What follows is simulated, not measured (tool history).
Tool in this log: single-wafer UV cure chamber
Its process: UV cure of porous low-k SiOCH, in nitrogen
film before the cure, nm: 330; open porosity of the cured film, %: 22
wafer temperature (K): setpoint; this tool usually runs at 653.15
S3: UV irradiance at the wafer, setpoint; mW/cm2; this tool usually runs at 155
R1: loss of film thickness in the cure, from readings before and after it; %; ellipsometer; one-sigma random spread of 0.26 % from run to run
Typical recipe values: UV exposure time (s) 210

run 1 hour=0.0 | wafer_temperature_(K)=653.15 UV_exposure_time_(s)=210 S3=155 | R1=13.380
-- hour=11.9 UV bulbs replaced
run 2 hour=93.0 | wafer_temperature_(K)=653.15 UV_exposure_time_(s)=210 S3=155 | R1=13.490
run 3 hour=141.1 | wafer_temperature_(K)=667.15 UV_exposure_time_(s)=210 S3=143 | R1=12.589
run 4 hour=226.8 | wafer_temperature_(K)=653.15 UV_exposure_time_(s)=210 S3=155 | R1=13.337
-- hour=270.5 quartz window cleaned
run 5 hour=321.0 | wafer_temperature_(K)=653.15 UV_exposure_time_(s)=210 S3=155 | R1=14.265
run 6 hour=565.8 | wafer_temperature_(K)=638.15 UV_exposure_time_(s)=210 S3=155 | R1=12.824
run 7 hour=643.2 | wafer_temperature_(K)=638.15 UV_exposure_time_(s)=210 S3=155 | R1=13.311
run 8 hour=700.0 | wafer_temperature_(K)=638.15 UV_exposure_time_(s)=210 S3=155 | R1=12.795
run 9 hour=762.1 | wafer_temperature_(K)=653.15 UV_exposure_time_(s)=210 S3=155 | R1=13.351
run 10 hour=805.6 | wafer_temperature_(K)=653.15 UV_exposure_time_(s)=210 S3=172 | R1=13.850
run 11 hour=844.1 | wafer_temperature_(K)=653.15 UV_exposure_time_(s)=210 S3=172 | R1=13.953
-- hour=862.8 quartz window cleaned
run 12 hour=910.8 | wafer_temperature_(K)=653.15 UV_exposure_time_(s)=210 S3=172 | R1=14.209
run 13 hour=991.2 | wafer_temperature_(K)=653.15 UV_exposure_time_(s)=210 S3=138 | R1=13.262
run 14 hour=1083.9 | wafer_temperature_(K)=653.15 UV_exposure_time_(s)=210 S3=155 | R1=13.241
run 15 hour=1148.3 | wafer_temperature_(K)=653.15 UV_exposure_time_(s)=210 S3=155 | R1=13.256
run 16 hour=1189.5 | wafer_temperature_(K)=653.15 UV_exposure_time_(s)=210 S3=155 | R1=13.465
run 17 hour=1364.0 | wafer_temperature_(K)=653.15 UV_exposure_time_(s)=285 S3=155 | R1=14.988
-- hour=1420.4 quartz window cleaned
run 18 hour=1451.7 | wafer_temperature_(K)=653.15 UV_exposure_time_(s)=210 S3=155 | R1=14.320
run 19 hour=1494.0 | wafer_temperature_(K)=653.15 UV_exposure_time_(s)=210 S3=155 | R1=13.820
run 20 hour=1543.6 | wafer_temperature_(K)=653.15 UV_exposure_time_(s)=210 S3=155 | R1=13.975
run 21 hour=1808.1 | wafer_temperature_(K)=653.15 UV_exposure_time_(s)=110 S3=155 | R1=9.989
-- hour=1822.6 UV bulbs replaced
run 22 hour=1869.7 | wafer_temperature_(K)=642.15 UV_exposure_time_(s)=210 S3=118 | R1=11.701
run 23 hour=1906.5 | wafer_temperature_(K)=653.15 UV_exposure_time_(s)=210 S3=143 | R1=12.622
-- hour=1981.4 quartz window cleaned
run 24 hour=1996.6 | wafer_temperature_(K)=636.15 UV_exposure_time_(s)=170 S3=135 | R1=11.894
run 25 hour=2063.1 | wafer_temperature_(K)=653.15 UV_exposure_time_(s)=210 S3=155 | R1=13.600
run 26 hour=2112.5 | wafer_temperature_(K)=641.15 UV_exposure_time_(s)=260 S3=115 | R1=12.478
run 27 hour=2152.1 | wafer_temperature_(K)=665.15 UV_exposure_time_(s)=285 S3=144 | R1=14.530
run 28 hour=2208.0 | wafer_temperature_(K)=653.15 UV_exposure_time_(s)=210 S3=155 | R1=13.190
run 29 hour=2314.1 | wafer_temperature_(K)=635.15 UV_exposure_time_(s)=335 S3=130 | R1=14.085
run 30 hour=2358.5 | wafer_temperature_(K)=662.15 UV_exposure_time_(s)=165 S3=168 | R1=12.434
run 31 hour=2453.4 | wafer_temperature_(K)=653.15 UV_exposure_time_(s)=210 S3=155 | R1=12.807
run 32 hour=2544.7 | wafer_temperature_(K)=663.15 UV_exposure_time_(s)=210 S3=155 | R1=13.098
run 33 hour=2583.7 | wafer_temperature_(K)=633.15 UV_exposure_time_(s)=100 S3=182 | R1=9.915
-- hour=2622.0 quartz window cleaned
run 34 hour=2661.0 | wafer_temperature_(K)=641.15 UV_exposure_time_(s)=210 S3=155 | R1=13.281
run 35 hour=2708.9 | wafer_temperature_(K)=669.15 UV_exposure_time_(s)=120 S3=155 | R1=11.642
run 36 hour=2789.5 | wafer_temperature_(K)=653.15 UV_exposure_time_(s)=260 S3=155 | R1=14.569
run 37 hour=2863.9 | wafer_temperature_(K)=659.15 UV_exposure_time_(s)=160 S3=142 | R1=11.599
run 38 hour=2928.9 | wafer_temperature_(K)=653.15 UV_exposure_time_(s)=310 S3=155 | R1=15.636
run 39 hour=2995.9 | wafer_temperature_(K)=668.15 UV_exposure_time_(s)=140 S3=165 | R1=11.656
run 40 hour=3059.6 | wafer_temperature_(K)=653.15 UV_exposure_time_(s)=210 S3=155 | R1=12.986
run 41 hour=3115.5 | wafer_temperature_(K)=636.15 UV_exposure_time_(s)=170 S3=180 | R1=12.779
run 42 hour=3183.5 | wafer_temperature_(K)=670.15 UV_exposure_time_(s)=210 S3=155 | R1=13.598

Consider 3 possible next runs. They are alternatives, not a sequence: every one starts from the tool as it was left by run 42. What does each give?
run A hour=3184.0 | wafer_temperature_(K)=653.15 UV_exposure_time_(s)=210 S3=155 | R1=?
run B hour=3184.0 | wafer_temperature_(K)=636.15 UV_exposure_time_(s)=265 S3=165 | R1=?
run C hour=3184.0 | wafer_temperature_(K)=667.15 UV_exposure_time_(s)=290 S3=192 | R1=?

run=A R1=13.449
run=B R1=14.619
run=C R1=16.596
With no hidden state in the tool, these same runs would have given:
run=A R1=14.832
run=B R1=16.030
run=C R1=18.035
